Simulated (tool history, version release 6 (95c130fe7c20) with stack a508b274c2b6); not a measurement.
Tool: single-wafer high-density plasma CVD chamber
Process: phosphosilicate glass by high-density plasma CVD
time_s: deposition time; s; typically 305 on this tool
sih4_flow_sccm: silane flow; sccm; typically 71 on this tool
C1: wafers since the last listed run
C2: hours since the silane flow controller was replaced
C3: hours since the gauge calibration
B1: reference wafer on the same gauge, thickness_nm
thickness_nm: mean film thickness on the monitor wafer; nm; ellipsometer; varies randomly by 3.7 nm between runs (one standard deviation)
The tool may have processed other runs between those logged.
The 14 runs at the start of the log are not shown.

{"run": 15, "day": 6.725, "time_s": 305, "sih4_flow_sccm": 74, "C1": 144, "C2": 2444.7, "C3": 198.4, "B1": 1709.58, "thickness_nm": 1933.365}
{"run": 16, "day": 7.271, "time_s": 305, "sih4_flow_sccm": 71, "C1": 109, "C2": 2457.8, "C3": 211.5, "B1": 1709.661, "thickness_nm": 1858.614}
{"run": 17, "day": 7.583, "time_s": 305, "sih4_flow_sccm": 71, "C1": 62, "C2": 2465.3, "C3": 219.0, "B1": 1709.743, "thickness_nm": 1866.905}
{"run": 18, "day": 8.229, "time_s": 305, "sih4_flow_sccm": 71, "C1": 128, "C2": 2480.8, "C3": 234.5, "B1": 1710.416, "thickness_nm": 1859.946}
{"run": 19, "day": 8.612, "time_s": 305, "sih4_flow_sccm": 71, "C1": 76, "C2": 2490.0, "C3": 243.7, "B1": 1711.353, "thickness_nm": 1868.451}
{"run": 20, "day": 9.021, "time_s": 264, "sih4_flow_sccm": 71, "C1": 81, "C2": 2499.8, "C3": 253.5, "B1": 1710.228, "thickness_nm": 1613.587}
{"run": 21, "day": 9.575, "time_s": 305, "sih4_flow_sccm": 62, "C1": 110, "C2": 2513.1, "C3": 266.8, "B1": 1708.0, "thickness_nm": 1620.492}
{"run": 22, "day": 10.088, "time_s": 351, "sih4_flow_sccm": 63, "C1": 102, "C2": 2525.4, "C3": 279.1, "B1": 1709.236, "thickness_nm": 1897.482}
{"day": 10.596, "done": "gauge calibrated"}
{"run": 23, "day": 10.829, "time_s": 257, "sih4_flow_sccm": 79, "C1": 148, "C2": 2543.2, "C3": 5.6, "B1": 1710.43, "thickness_nm": 1736.671}
{"run": 24, "day": 11.162, "time_s": 305, "sih4_flow_sccm": 71, "C1": 66, "C2": 2551.2, "C3": 13.6, "B1": 1708.773, "thickness_nm": 1848.706}
{"run": 25, "day": 11.838, "time_s": 305, "sih4_flow_sccm": 71, "C1": 134, "C2": 2567.4, "C3": 29.8, "B1": 1710.695, "thickness_nm": 1852.771}
{"run": 26, "day": 12.425, "time_s": 324, "sih4_flow_sccm": 63, "C1": 117, "C2": 2581.5, "C3": 43.9, "B1": 1710.066, "thickness_nm": 1748.74}
{"run": 27, "day": 12.692, "time_s": 274, "sih4_flow_sccm": 77, "C1": 53, "C2": 2587.9, "C3": 50.3, "B1": 1708.595, "thickness_nm": 1806.48}
{"run": 28, "day": 13.188, "time_s": 249, "sih4_flow_sccm": 81, "C1": 99, "C2": 2599.8, "C3": 62.2, "B1": 1710.798, "thickness_nm": 1725.078}
{"day": 14.438, "done": "silane flow controller replaced"}
{"run": 29, "day": 14.821, "time_s": 305, "sih4_flow_sccm": 71, "C1": 259, "C2": 9.2, "C3": 101.4, "B1": 1710.406, "thickness_nm": 1948.638}
{"run": 30, "day": 15.542, "time_s": 353, "sih4_flow_sccm": 81, "C1": 143, "C2": 26.5, "C3": 118.7, "B1": 1709.63, "thickness_nm": 2576.464}
{"run": 31, "day": 16.108, "time_s": 246, "sih4_flow_sccm": 81, "C1": 113, "C2": 40.1, "C3": 132.3, "B1": 1711.234, "thickness_nm": 1793.377}
{"run": 32, "day": 16.804, "time_s": 305, "sih4_flow_sccm": 80, "C1": 138, "C2": 56.8, "C3": 149.0, "B1": 1709.469, "thickness_nm": 2189.405}
{"run": 33, "day": 17.254, "time_s": 359, "sih4_flow_sccm": 75, "C1": 89, "C2": 67.6, "C3": 159.8, "B1": 1711.627, "thickness_nm": 2421.067}
{"run": 34, "day": 17.65, "time_s": 343, "sih4_flow_sccm": 63, "C1": 79, "C2": 77.1, "C3": 169.3, "B1": 1708.887, "thickness_nm": 1940.901}
{"run": 35, "day": 18.179, "time_s": 268, "sih4_flow_sccm": 58, "C1": 105, "C2": 89.8, "C3": 182.0, "B1": 1710.627, "thickness_nm": 1397.492}
{"run": 36, "day": 18.429, "time_s": 321, "sih4_flow_sccm": 77, "C1": 49, "C2": 95.8, "C3": 188.0, "B1": 1710.62, "thickness_nm": 2225.719}
{"run": 37, "day": 19.142, "time_s": 268, "sih4_flow_sccm": 71, "C1": 142, "C2": 112.9, "C3": 205.1, "B1": 1710.445, "thickness_nm": 1706.642}
{"run": 38, "day": 19.842, "time_s": 276, "sih4_flow_sccm": 59, "C1": 139, "C2": 129.7, "C3": 221.9, "B1": 1710.375, "thickness_nm": 1458.052}

Forecast each of these 5 alternatives for the next run:
{"run": "A", "day": 19.862, "time_s": 305, "sih4_flow_sccm": 81, "C1": 4, "C2": 130.2, "C3": 222.4, "B1": "?", "thickness_nm": "?"}
{"run": "B", "day": 19.862, "time_s": 259, "sih4_flow_sccm": 77, "C1": 4, "C2": 130.2, "C3": 222.4, "B1": "?", "thickness_nm": "?"}
{"run": "C", "day": 19.862, "time_s": 305, "sih4_flow_sccm": 57, "C1": 4, "C2": 130.2, "C3": 222.4, "B1": "?", "thickness_nm": "?"}
{"run": "D", "day": 19.862, "time_s": 260, "sih4_flow_sccm": 83, "C1": 4, "C2": 130.2, "C3": 222.4, "B1": "?", "thickness_nm": "?"}
{"run": "E", "day": 19.862, "time_s": 249, "sih4_flow_sccm": 71, "C1": 4, "C2": 130.2, "C3": 222.4, "B1": "?", "thickness_nm": "?"}

run=A B1=1709.688 thickness_nm=2220.651
run=B B1=1709.688 thickness_nm=1792.610
run=C B1=1709.688 thickness_nm=1562.680
run=D B1=1709.688 thickness_nm=1939.755
run=E B1=1709.688 thickness_nm=1589.107
Without the tool's unlogged condition, the same runs would have read:
run=A thickness_nm=2225.327
run=B thickness_nm=1796.385
run=C thickness_nm=1565.971
run=D thickness_nm=1943.839
run=E thickness_nm=1592.453
